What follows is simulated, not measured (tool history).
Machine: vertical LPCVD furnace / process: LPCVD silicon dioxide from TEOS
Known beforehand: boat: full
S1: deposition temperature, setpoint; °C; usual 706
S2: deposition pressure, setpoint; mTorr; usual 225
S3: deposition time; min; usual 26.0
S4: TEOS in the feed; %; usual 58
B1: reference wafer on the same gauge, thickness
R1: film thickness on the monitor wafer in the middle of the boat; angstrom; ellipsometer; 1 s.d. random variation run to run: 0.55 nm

| run | hour | S1 | S2 | S3 | S4 | B1 | R1 |
|---|---|---|---|---|---|---|---|
| 1 | 0.0 | 706 | 225 | 21.0 | 58 | 163.91 | 1629.7 |
| 2 | 68.2 | 706 | 225 | 21.0 | 58 | 163.95 | 1644.3 |
| 3 | 171.6 | 706 | 225 | 26.0 | 58 | 163.98 | 2031.2 |
| 4 | 244.8 | 699 | 225 | 26.0 | 58 | 164.03 | 1722.1 |
|  | 357.1 | TEOS flow controller replaced |
| 5 | 357.6 | 699 | 225 | 26.0 | 58 | 163.99 | 1735.2 |
| 6 | 412.1 | 699 | 225 | 26.0 | 58 | 164.01 | 1736.6 |
| 7 | 487.1 | 706 | 225 | 20.5 | 63 | 164.04 | 1681.6 |
|  | 531.5 | pressure gauge zeroed |
|  | 541.4 | gauge calibrated |
| 8 | 563.9 | 706 | 225 | 20.5 | 63 | 163.94 | 1678.5 |
|  | 647.0 | thermocouples replaced and temperature profile calibrated |
| 9 | 647.5 | 706 | 225 | 35.0 | 58 | 164.00 | 2630.9 |
| 10 | 673.2 | 706 | 265 | 26.0 | 63 | 164.03 | 2228.0 |
| 11 | 750.2 | 706 | 255 | 29.0 | 66 | 163.84 | 2484.5 |
| 12 | 818.5 | 715 | 185 | 36.5 | 50 | 163.96 | 2850.0 |
| 13 | 855.2 | 702 | 225 | 17.0 | 58 | 164.06 | 1174.8 |
| 14 | 956.0 | 706 | 225 | 20.5 | 63 | 163.96 | 1623.3 |
| 15 | 1043.0 | 713 | 190 | 21.5 | 67 | 163.96 | 1894.5 |
| 16 | 1116.3 | 706 | 225 | 26.0 | 58 | 163.99 | 1981.7 |

Exercise: give the hidden state of the tool at every run:
true pressure minus gauge reading, mTorr: 0 in every run
deviation of the TEOS flow from its setpoint, %: 0 in every run
gauge reads high (%): 0 in every run
H1: true tube temperature minus thermocouple reading, K
| run | H1 |
|---|---|
| 1 | 1.51 |
| 2 | 1.56 |
| 3 | 1.64 |
| 4 | 1.7 |
| 5 | 1.79 |
| 6 | 1.83 |
| 7 | 1.89 |
| 8 | 1.96 |
| 9 | 0.18 |
| 10 | 0.201 |
| 11 | 0.262 |
| 12 | 0.317 |
| 13 | 0.346 |
| 14 | 0.427 |
| 15 | 0.496 |
| 16 | 0.555 |
